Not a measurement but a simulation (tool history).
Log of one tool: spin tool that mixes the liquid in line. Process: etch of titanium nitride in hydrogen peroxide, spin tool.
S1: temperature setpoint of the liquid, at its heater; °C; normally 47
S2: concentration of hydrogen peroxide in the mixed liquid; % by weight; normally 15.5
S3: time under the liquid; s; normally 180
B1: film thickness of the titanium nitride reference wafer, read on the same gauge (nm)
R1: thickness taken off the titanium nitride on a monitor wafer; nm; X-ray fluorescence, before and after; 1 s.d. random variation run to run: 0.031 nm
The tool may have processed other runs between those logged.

run	hour	S1	S2	S3	B1	R1
1	0	50	18.5	180	140	7.62
# hour 4.2: peroxide flow meter replaced
2	24.2	50	18.5	180	139.98	7.58
3	37.2	47	18.5	180	140	6.07
4	60	47	18.5	180	139.97	6.1
5	77.5	47	15.5	180	140	5.9
6	128.1	47	15.5	180	140	5.9
# hour 156: new drum of peroxide connected
7	156.5	47	15.5	180	139.99	5.99
8	182.1	54.5	15.5	180	140.04	10.32
# hour 219.1: gauge calibrated
9	247.2	47	13.5	180	139.98	5.83
10	262	44	12	180	139.99	4.51
11	349.2	52.5	15.5	180	140.03	8.94
12	375.9	47	15.5	220	140.02	7.28
# hour 395.7: thermometer replaced
13	400.3	44.5	12.5	255	139.98	6.69
14	413	47	13	95	139.99	3.04
15	444.9	47	15.5	180	139.97	5.97
16	475.9	54.5	15.5	180	139.99	10.22
17	489.1	47	15.5	180	140.02	5.9
# hour 496.8: heated supply line repaired
18	522.5	50	18	95	140	4.18
19	598.2	47	15.5	180	140	6.21
20	627.3	47	15.5	100	139.98	3.43
21	651.8	55.5	12	125	139.96	7.48
22	670.8	44	14	180	140	4.83
23	693.9	55.5	15.5	180	139.98	11.29
24	729.4	43.5	15.5	265	140.03	6.98

Consider 5 possible next runs. They are alternatives, not a sequence: every one starts from the tool as it was left by run 24. What does each give?
A	729.9	47	15.5	180	?	?
B	729.9	39	15.5	75	?	?
C	729.9	47	19	70	?	?
D	729.9	47	15.5	95	?	?
E	729.9	44	12.5	265	?	?

run	B1	R1
A	139.99	6.12
B	139.99	1.39
C	139.99	2.48
D	139.99	3.23
E	139.99	6.89
What these runs would have given with no unlogged condition in the tool:
run	R1
A	6.23
B	1.42
C	2.53
D	3.29
E	7.01
